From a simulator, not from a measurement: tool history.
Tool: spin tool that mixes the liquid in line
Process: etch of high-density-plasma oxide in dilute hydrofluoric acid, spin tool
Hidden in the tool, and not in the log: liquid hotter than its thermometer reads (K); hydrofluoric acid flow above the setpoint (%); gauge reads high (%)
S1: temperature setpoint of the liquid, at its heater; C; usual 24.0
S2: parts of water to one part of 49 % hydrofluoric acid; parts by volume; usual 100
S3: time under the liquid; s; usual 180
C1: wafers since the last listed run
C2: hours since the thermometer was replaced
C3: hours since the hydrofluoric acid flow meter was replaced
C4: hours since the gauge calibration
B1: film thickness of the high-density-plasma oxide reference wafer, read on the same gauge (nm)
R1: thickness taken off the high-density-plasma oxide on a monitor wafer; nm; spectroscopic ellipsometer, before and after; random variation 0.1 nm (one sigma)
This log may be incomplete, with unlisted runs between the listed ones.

{"run": 1, "day": 0.0, "S1": 24.0, "S2": 100, "S3": 180, "C1": 0, "C2": 1999.7, "C3": 844.9, "C4": 1.7, "B1": 100.02, "R1": 11.53}
{"run": 2, "day": 3.758, "S1": 24.0, "S2": 100, "S3": 180, "C1": 636, "C2": 2089.9, "C3": 935.1, "C4": 91.9, "B1": 99.94, "R1": 11.25}
{"run": 3, "day": 6.858, "S1": 22.0, "S2": 100, "S3": 180, "C1": 524, "C2": 2164.3, "C3": 1009.5, "C4": 166.3, "B1": 99.99, "R1": 10.68}
{"run": 4, "day": 10.979, "S1": 24.0, "S2": 100, "S3": 265, "C1": 697, "C2": 2263.2, "C3": 1108.4, "C4": 265.2, "B1": 100.02, "R1": 16.88}
{"run": 5, "day": 13.779, "S1": 24.0, "S2": 100, "S3": 265, "C1": 474, "C2": 2330.4, "C3": 1175.6, "C4": 332.4, "B1": 100.06, "R1": 16.94}
{"run": 6, "day": 16.362, "S1": 24.0, "S2": 100, "S3": 265, "C1": 437, "C2": 2392.4, "C3": 1237.6, "C4": 394.4, "B1": 100.02, "R1": 17.18}
{"run": 7, "day": 20.475, "S1": 24.0, "S2": 100, "S3": 180, "C1": 696, "C2": 2491.1, "C3": 1336.3, "C4": 493.1, "B1": 99.96, "R1": 11.6}
{"day": 25.758, "done": "gauge calibrated"}
{"run": 8, "day": 28.154, "S1": 19.0, "S2": 100, "S3": 180, "C1": 1300, "C2": 2675.4, "C3": 1520.6, "C4": 57.5, "B1": 100.02, "R1": 9.35}
{"day": 29.929, "done": "thermometer replaced"}
{"run": 9, "day": 31.846, "S1": 28.0, "S2": 115, "S3": 115, "C1": 618, "C2": 46.0, "C3": 1609.2, "C4": 146.1, "B1": 100.02, "R1": 7.25}
{"run": 10, "day": 36.042, "S1": 24.0, "S2": 100, "S3": 180, "C1": 710, "C2": 146.7, "C3": 1709.9, "C4": 246.8, "B1": 100.04, "R1": 11.51}
{"day": 36.308, "done": "hydrofluoric acid flow meter replaced"}
{"run": 11, "day": 40.45, "S1": 27.5, "S2": 60, "S3": 285, "C1": 739, "C2": 252.5, "C3": 99.4, "C4": 352.6, "B1": 99.97, "R1": 36.24}
{"run": 12, "day": 42.233, "S1": 24.0, "S2": 100, "S3": 180, "C1": 302, "C2": 295.3, "C3": 142.2, "C4": 395.4, "B1": 99.99, "R1": 11.42}
{"run": 13, "day": 44.429, "S1": 20.5, "S2": 100, "S3": 180, "C1": 371, "C2": 348.0, "C3": 194.9, "C4": 448.1, "B1": 100.05, "R1": 9.99}
{"run": 14, "day": 46.696, "S1": 21.5, "S2": 135, "S3": 180, "C1": 383, "C2": 402.4, "C3": 249.3, "C4": 502.5, "B1": 100.02, "R1": 7.49}

Entry by entry between the runs, the difference in hidden state between the last listed run before and the first listed run after:
After run 7, before run 8: gauge calibrated (day 25.758)
  nothing in the hidden state changes from one run to the other
After run 8, before run 9: thermometer replaced (day 29.929)
  nothing in the hidden state changes from one run to the other
After run 10, before run 11: hydrofluoric acid flow meter replaced (day 36.308)
  nothing in the hidden state changes from one run to the other
